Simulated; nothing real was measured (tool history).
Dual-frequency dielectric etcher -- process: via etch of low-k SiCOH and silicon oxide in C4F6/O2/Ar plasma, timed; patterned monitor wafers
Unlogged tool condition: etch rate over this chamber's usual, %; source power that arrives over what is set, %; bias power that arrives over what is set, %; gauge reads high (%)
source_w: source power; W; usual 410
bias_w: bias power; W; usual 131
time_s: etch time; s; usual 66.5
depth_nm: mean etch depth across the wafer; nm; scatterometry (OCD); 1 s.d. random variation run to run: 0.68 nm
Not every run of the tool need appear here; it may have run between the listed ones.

| run | hour | source_w | bias_w | time_s | wafers since the last listed run | hours since the last wet clean | hours since the last source power generator calibration | hours since the last bias power generator calibration | hours since the last upper electrode change | hours since the gauge calibration | read-back reference wafer on the same gauge, depth_nm | depth_nm |
|---|---|---|---|---|---|---|---|---|---|---|---|---|
| 1 | 0.0 | 410 | 131 | 56.0 | 0 | 204.7 | 3766.4 | 2172.0 | 5933.9 | 184.0 | 146.0 | 148.4 |
| 2 | 16.8 | 470 | 123 | 66.5 | 226 | 221.5 | 3783.2 | 2188.8 | 5950.7 | 200.8 | 145.7 | 180.0 |
| 3 | 31.6 | 470 | 123 | 66.5 | 199 | 236.3 | 3798.0 | 2203.6 | 5965.5 | 215.6 | 146.0 | 181.8 |
| 4 | 39.6 | 470 | 123 | 66.5 | 107 | 244.3 | 3806.0 | 2211.6 | 5973.5 | 223.6 | 146.1 | 180.8 |
| 5 | 54.6 | 410 | 131 | 66.5 | 202 | 259.3 | 3821.0 | 2226.6 | 5988.5 | 238.6 | 146.0 | 177.1 |
| 6 | 70.7 | 410 | 131 | 66.5 | 216 | 275.4 | 3837.1 | 2242.7 | 6004.6 | 254.7 | 145.8 | 175.7 |
| 7 | 80.8 | 460 | 131 | 66.5 | 136 | 285.5 | 3847.2 | 2252.8 | 6014.7 | 264.8 | 146.1 | 184.0 |
| 8 | 88.1 | 410 | 131 | 66.5 | 98 | 292.8 | 3854.5 | 2260.1 | 6022.0 | 272.1 | 146.1 | 177.5 |
|  | 102.3 | source power generator calibrated |
| 9 | 102.8 | 410 | 99 | 66.5 | 144 | 307.5 | 0.5 | 2274.8 | 6036.7 | 286.8 | 146.0 | 163.3 |
| 10 | 108.1 | 440 | 116 | 66.5 | 71 | 312.8 | 5.8 | 2280.1 | 6042.0 | 292.1 | 146.1 | 173.9 |
| 11 | 119.8 | 500 | 131 | 66.5 | 157 | 324.5 | 17.5 | 2291.8 | 6053.7 | 303.8 | 146.0 | 188.6 |
|  | 146.5 | upper electrode replaced |
| 12 | 147.0 | 410 | 131 | 58.0 | 43 | 351.7 | 44.7 | 2319.0 | 0.5 | 331.0 | 146.0 | 156.3 |
|  | 168.0 | gauge calibrated |
| 13 | 181.1 | 470 | 147 | 48.5 | 459 | 385.8 | 78.8 | 2353.1 | 34.6 | 13.1 | 145.9 | 141.3 |
| 14 | 196.0 | 440 | 131 | 66.5 | 200 | 400.7 | 93.7 | 2368.0 | 49.5 | 28.0 | 146.1 | 183.4 |
| 15 | 203.3 | 410 | 131 | 76.5 | 98 | 408.0 | 101.0 | 2375.3 | 56.8 | 35.3 | 146.1 | 206.7 |
|  | 214.3 | bias power generator calibrated |
|  | 231.9 | wet clean of the chamber |
| 16 | 232.4 | 410 | 147 | 66.5 | 101 | 0.5 | 130.1 | 18.1 | 85.9 | 64.4 | 145.9 | 178.0 |
| 17 | 232.7 | 410 | 131 | 66.5 | 4 | 0.8 | 130.4 | 18.4 | 86.2 | 64.7 | 146.0 | 172.7 |
| 18 | 242.6 | 410 | 162 | 74.5 | 133 | 10.7 | 140.3 | 28.3 | 96.1 | 74.6 | 146.0 | 205.1 |
| 19 | 259.1 | 410 | 108 | 66.5 | 222 | 27.2 | 156.8 | 44.8 | 112.6 | 91.1 | 146.1 | 162.6 |
| 20 | 267.0 | 490 | 99 | 66.5 | 106 | 35.1 | 164.7 | 52.7 | 120.5 | 99.0 | 145.8 | 167.7 |
| 21 | 279.6 | 410 | 131 | 66.5 | 169 | 47.7 | 177.3 | 65.3 | 133.1 | 111.6 | 145.9 | 172.8 |
| 22 | 289.5 | 380 | 147 | 66.5 | 133 | 57.6 | 187.2 | 75.2 | 143.0 | 121.5 | 146.1 | 175.0 |
| 23 | 302.6 | 410 | 131 | 66.5 | 176 | 70.7 | 200.3 | 88.3 | 156.1 | 134.6 | 146.1 | 173.1 |
| 24 | 310.5 | 410 | 131 | 66.5 | 106 | 78.6 | 208.2 | 96.2 | 164.0 | 142.5 | 146.2 | 173.3 |
| 25 | 321.8 | 470 | 123 | 66.5 | 152 | 89.9 | 219.5 | 107.5 | 175.3 | 153.8 | 145.8 | 177.5 |
| 26 | 328.4 | 410 | 131 | 66.5 | 88 | 96.5 | 226.1 | 114.1 | 181.9 | 160.4 | 146.1 | 173.1 |
| 27 | 345.7 | 410 | 131 | 66.5 | 233 | 113.8 | 243.4 | 131.4 | 199.2 | 177.7 | 146.1 | 173.7 |
| 28 | 360.9 | 480 | 131 | 66.5 | 204 | 129.0 | 258.6 | 146.6 | 214.4 | 192.9 | 146.0 | 182.8 |
| 29 | 376.2 | 380 | 139 | 82.5 | 206 | 144.3 | 273.9 | 161.9 | 229.7 | 208.2 | 145.9 | 216.7 |
| 30 | 384.7 | 410 | 162 | 74.5 | 114 | 152.8 | 282.4 | 170.4 | 238.2 | 216.7 | 145.9 | 208.9 |
| 31 | 401.2 | 340 | 143 | 53.0 | 222 | 169.3 | 298.9 | 186.9 | 254.7 | 233.2 | 145.8 | 136.7 |

What the log doesn't show, run by run:
source power that arrives over what is set, %: 0 on each run
bias power that arrives over what is set, %: 0 on each run
gauge reads high (%): 0 on each run
H1: etch rate over this chamber's usual, %
| run | H1 |
|---|---|
| 1 | 1.83 |
| 2 | 1.95 |
| 3 | 2.05 |
| 4 | 2.1 |
| 5 | 2.2 |
| 6 | 2.31 |
| 7 | 2.38 |
| 8 | 2.43 |
| 9 | 2.53 |
| 10 | 2.57 |
| 11 | 2.65 |
| 12 | 2.83 |
| 13 | 3.07 |
| 14 | 3.17 |
| 15 | 3.22 |
| 16 | -0.392 |
| 17 | -0.39 |
| 18 | -0.323 |
| 19 | -0.21 |
| 20 | -0.156 |
| 21 | -0.0706 |
| 22 | -0.0031 |
| 23 | 0.0862 |
| 24 | 0.14 |
| 25 | 0.217 |
| 26 | 0.262 |
| 27 | 0.38 |
| 28 | 0.483 |
| 29 | 0.588 |
| 30 | 0.646 |
| 31 | 0.758 |

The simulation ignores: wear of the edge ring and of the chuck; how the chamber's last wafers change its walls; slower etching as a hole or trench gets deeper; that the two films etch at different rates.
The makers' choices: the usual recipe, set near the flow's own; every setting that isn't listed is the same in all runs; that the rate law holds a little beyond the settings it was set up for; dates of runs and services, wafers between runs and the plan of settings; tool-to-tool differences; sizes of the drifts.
